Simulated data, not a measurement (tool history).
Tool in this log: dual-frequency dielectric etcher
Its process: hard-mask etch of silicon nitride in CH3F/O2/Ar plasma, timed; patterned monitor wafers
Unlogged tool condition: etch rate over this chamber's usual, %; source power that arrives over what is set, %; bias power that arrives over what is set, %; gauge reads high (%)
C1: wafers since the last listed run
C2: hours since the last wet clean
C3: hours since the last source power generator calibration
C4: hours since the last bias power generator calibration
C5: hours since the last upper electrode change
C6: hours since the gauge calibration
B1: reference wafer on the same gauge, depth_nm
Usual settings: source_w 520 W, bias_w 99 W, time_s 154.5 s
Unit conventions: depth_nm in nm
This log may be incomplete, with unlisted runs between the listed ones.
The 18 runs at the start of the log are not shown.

Run 19, day 58.8: usual settings; C1 507; C2 118; C3 245.7; C4 4185.2; C5 147.2; C6 663.4; B1 143.1. Result: depth_nm 129 nm.
Run 20, day 61.612: usual settings but source_w 440 W, bias_w 83 W; C1 634; C2 185.5; C3 313.2; C4 4252.7; C5 214.7; C6 730.9; B1 143.1. Result: depth_nm 113.8 nm.
Run 21, day 64.258: usual settings but bias_w 88 W; C1 596; C2 249; C3 376.7; C4 4316.2; C5 278.2; C6 794.4; B1 143. Result: depth_nm 125.8 nm.
Run 22, day 66.412: usual settings but source_w 560 W, time_s 119.5 s; C1 485; C2 300.7; C3 428.4; C4 4367.9; C5 329.9; C6 846.1; B1 143.1. Result: depth_nm 103.9 nm.
At day 69.438: bias power generator calibrated.
Run 23, day 70.708: usual settings but source_w 470 W, bias_w 91 W, time_s 109.5 s; C1 931; C2 403.8; C3 531.5; C4 30.5; C5 433; C6 949.2; B1 143.1. Result: depth_nm 85.1 nm.
Run 24, day 74.746: usual settings but bias_w 112 W, time_s 139 s; C1 910; C2 500.7; C3 628.4; C4 127.4; C5 529.9; C6 1046.1; B1 143.1. Result: depth_nm 121.6 nm.
At day 77.233: wet clean of the chamber.
Run 25, day 77.254: usual settings; C1 340; C2 0.5; C3 688.6; C4 187.6; C5 590.1; C6 1106.3; B1 143.1. Result: depth_nm 128.6 nm.
Run 26, day 80.475: usual settings but source_w 570 W, bias_w 112 W, time_s 192.5 s; C1 726; C2 77.8; C3 765.9; C4 264.9; C5 667.4; C6 1183.6; B1 142.9. Result: depth_nm 174.6 nm.
Run 27, day 82.517: usual settings but source_w 420 W, bias_w 85 W, time_s 122 s; C1 460; C2 126.8; C3 814.9; C4 313.9; C5 716.4; C6 1232.6; B1 143. Result: depth_nm 87.9 nm.
Run 28, day 84.025: usual settings but source_w 440 W, bias_w 110 W, time_s 169 s; C1 340; C2 163; C3 851.1; C4 350.1; C5 752.6; C6 1268.8; B1 142.7. Result: depth_nm 134.8 nm.
Run 29, day 86.208: usual settings but source_w 440 W, bias_w 110 W, time_s 169 s; C1 492; C2 215.4; C3 903.5; C4 402.5; C5 805; C6 1321.2; B1 142.8. Result: depth_nm 135.1 nm.
Run 30, day 89.512: usual settings; C1 745; C2 294.7; C3 982.8; C4 481.8; C5 884.3; C6 1400.5; B1 142.9. Result: depth_nm 129.4 nm.
Run 31, day 93.721: usual settings but bias_w 117 W; C1 949; C2 395.7; C3 1083.8; C4 582.8; C5 985.3; C6 1501.5; B1 142.9. Result: depth_nm 136.8 nm.

Here are 3 independent what-if runs from the current tool condition. What would each one return?
Run A, day 93.742: usual settings; C1 4; C2 396.2; C3 1084.3; C4 583.3; C5 985.8; C6 1502; B1 ?. Result: depth_nm ?.
Run B, day 93.742: usual settings but source_w 560 W, bias_w 117 W, time_s 132.5 s; C1 4; C2 396.2; C3 1084.3; C4 583.3; C5 985.8; C6 1502; B1 ?. Result: depth_nm ?.
Run C, day 93.742: usual settings but source_w 560 W, time_s 169 s; C1 4; C2 396.2; C3 1084.3; C4 583.3; C5 985.8; C6 1502; B1 ?. Result: depth_nm ?.

run   B1  depth_nm
  A  143     129.6
  B  143     121.3
  C  143       147
What these runs would have given with no unlogged condition in the tool:
run  depth_nm
  A     129.6
  B     121.3
  C       147
